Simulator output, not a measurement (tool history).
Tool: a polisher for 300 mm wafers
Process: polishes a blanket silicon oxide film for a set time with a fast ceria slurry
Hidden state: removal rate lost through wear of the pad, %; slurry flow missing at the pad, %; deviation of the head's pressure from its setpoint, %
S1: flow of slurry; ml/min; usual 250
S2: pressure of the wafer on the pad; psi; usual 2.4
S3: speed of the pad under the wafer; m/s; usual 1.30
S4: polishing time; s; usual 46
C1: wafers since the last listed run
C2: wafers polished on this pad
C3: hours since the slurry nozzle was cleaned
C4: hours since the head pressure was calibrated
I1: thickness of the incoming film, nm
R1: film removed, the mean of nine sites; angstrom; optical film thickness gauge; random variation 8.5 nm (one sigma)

run    hour   S1   S2    S3  S4    C1    C2     C3      C4      I1     R1
  1     0.0  250  2.4  1.30  46     0  4062   42.2   507.4  2312.1   8878
  2    42.9  250  2.4  1.30  46   475  4538   85.1   550.3  2269.2   9077
  3   113.6  250  2.4  1.30  46   783  5321  155.8   621.0  2305.7   9040
      124.0  -- worn pad replaced by a new one
  4   169.5  250  2.4  1.30  46   575   504  211.7   676.9  2286.8   9325
  5   215.0  250  2.4  1.30  46   504  1008  257.2   722.4  2277.3   9511
      390.1  -- slurry nozzle cleaned
  6   397.2  250  2.4  1.30  46  2008  3016    7.1   904.6  2257.7   9202
  7   446.5  250  2.4  1.62  42   546  3563   56.4   953.9  2300.1  10573
  8   490.0  250  2.4  1.62  42   482  4045   99.9   997.4  2309.4  10611
  9   538.3  250  2.4  1.62  42   535  4580  148.2  1045.7  2252.5  10485
 10   570.7  250  2.4  1.30  46   359  4939  180.6  1078.1  2287.7   9192
      596.7  -- worn pad replaced by a new one
 11   601.1  250  2.4  1.30  46   292    48  211.0  1108.5  2301.0  10061
 12   677.8  250  2.6  1.30  46   850   898  287.7  1185.2  2296.6  10731
 13   728.6  250  2.6  1.30  46   563  1461  338.5  1236.0  2245.1  10530
      805.1  -- slurry nozzle cleaned
 14   882.1  250  2.4  1.30  46  1690  3151   77.0  1389.5  2273.2   9748
 15   918.6  250  2.4  1.30  46   404  3556  113.5  1426.0  2240.6   9568
 16   975.2  250  2.4  1.30  46   627  4183  170.1  1482.6  2294.3   9589
 17  1012.8  250  2.4  1.56  52   416  4600  207.7  1520.2  2255.2  12963
 18  1051.8  250  2.2  0.98  46   432  5032  246.7  1559.2  2299.8   6664
     1108.1  -- worn pad replaced by a new one
 19  1120.9  250  2.0  1.30  46   721   141  315.8  1628.3  2297.5   8678
 20  1186.1  305  2.4  1.50  54   722   864  381.0  1693.5  2268.3  14019
     1198.8  -- head pressure recalibrated
 21  1242.2  250  2.4  1.16  34   599  1464  437.1    43.4  2307.8   5787
     1278.4  -- slurry nozzle cleaned
 22  1293.0  250  3.1  1.30  37   551  2016   14.6    94.2  2288.8   9198
 23  1343.6  275  2.4  1.12  46   560  2576   65.2   144.8  2248.5   7605
 24  1390.6  285  3.1  1.50  46   520  3097  112.2   191.8  2318.8  13235
 25  1442.2  305  2.4  1.50  54   571  3669  163.8   243.4  2310.9  12005
 26  1484.4  250  2.4  1.30  46   467  4137  206.0   285.6  2296.6   8776
 27  1546.8  250  2.4  1.30  46   691  4829  268.4   348.0  2312.1   8736
     1589.1  -- worn pad replaced by a new one
 28  1608.6  285  3.1  1.50  46   640   216  330.2   409.8  2237.7  14385
 29  1679.9  210  1.9  1.18  46   790  1006  401.5   481.1  2287.6   6483
 30  1727.7  325  2.4  1.30  56   529  1536  449.3   528.9  2252.9  11427
 31  1756.1  285  3.1  1.50  46   314  1851  477.7   557.3  2253.4  13833
     1785.6  -- slurry nozzle cleaned
 32  1811.6  225  2.4  1.04  46   604  2455   26.0   612.8  2247.7   7160
 33  1867.1  330  2.6  1.54  36   615  3070   81.5   668.3  2295.0   9490
 34  1903.8  250  2.4  1.30  46   406  3477  118.2   705.0  2287.0   9022
     2006.8  -- worn pad replaced by a new one
 35  2076.9  250  2.4  1.30  46  1874   777  291.3   878.1  2293.4   9634
 36  2144.5  250  2.4  1.58  30   749  1526  358.9   945.7  2260.4   7371
 37  2208.8  250  2.4  1.30  46   712  2239  423.2  1010.0  2270.0   9248

4 ways to go on from here, each from the tool as it stands after run 37. What would each give?
  A  2209.2  250  2.4  1.30  46   4  2243  423.6  1010.4  2277.0   ?
  B  2209.2  225  2.4  1.30  46   4  2243  423.6  1010.4  2277.0   ?
  C  2209.2  285  1.9  1.12  30   4  2243  423.6  1010.4  2277.0   ?
  D  2209.2  250  2.4  1.30  55   4  2243  423.6  1010.4  2277.0   ?

run     R1
  A   9412
  B   9300
  C   4243
  D  11254
Without the tool's hidden state the same runs would have given:
run     R1
  A   9319
  B   9207
  C   4201
  D  11142
